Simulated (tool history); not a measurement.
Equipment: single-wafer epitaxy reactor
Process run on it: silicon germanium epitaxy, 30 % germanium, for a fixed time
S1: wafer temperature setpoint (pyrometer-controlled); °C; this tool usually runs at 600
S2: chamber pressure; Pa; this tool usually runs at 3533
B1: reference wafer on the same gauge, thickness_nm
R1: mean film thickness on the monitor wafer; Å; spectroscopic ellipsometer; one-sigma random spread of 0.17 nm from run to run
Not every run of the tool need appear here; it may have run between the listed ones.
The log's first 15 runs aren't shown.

run,hour,S1,S2,B1,R1
16,382.2,610,3266,70.549,822.24
17,396.5,596,3293,70.579,617.37
18,424.7,586,2800,70.675,465.49
19,456.8,600,4186,70.502,751.07
20,471.3,591,3813,70.615,597.89
21,488.9,608,2773,70.541,737.06
# hour 505.4: pyrometer calibrated
22,510,613,3533,70.584,911.7
23,537.7,610,3880,70.578,894.28
# hour 568: capacitance manometer re-zeroed and calibrated
24,569.3,600,3533,70.637,677.8
# hour 579.3: showerhead replaced, of another model than before
25,595.6,592,2760,70.569,474.47
26,615.7,592,3053,70.622,515.31
27,646.9,600,3533,70.619,678.2
28,680.9,600,3533,70.601,679.29
29,700.6,600,3533,70.63,680.06
30,724.6,607,4240,70.59,882.68
31,756.4,612,3160,70.584,801.75
32,780.7,593,4146,70.583,647.75
33,800,600,4093,70.644,751.4

Alternative continuations, all from the tool just after run 33; predict every row:
A,800.4,607,3533,?,?
B,800.4,587,4413,?,?
C,800.4,594,4146,?,?
D,800.4,613,3920,?,?
E,800.4,591,3760,?,?

run,B1,R1
A,70.583,785.75
B,70.583,595.26
C,70.583,665.44
D,70.583,950.64
E,70.583,586.56
Take away the tool's hidden state, keep each run's random variation, and the runs would have read:
run,R1
A,785.5
B,595.08
C,665.23
D,950.35
E,586.38
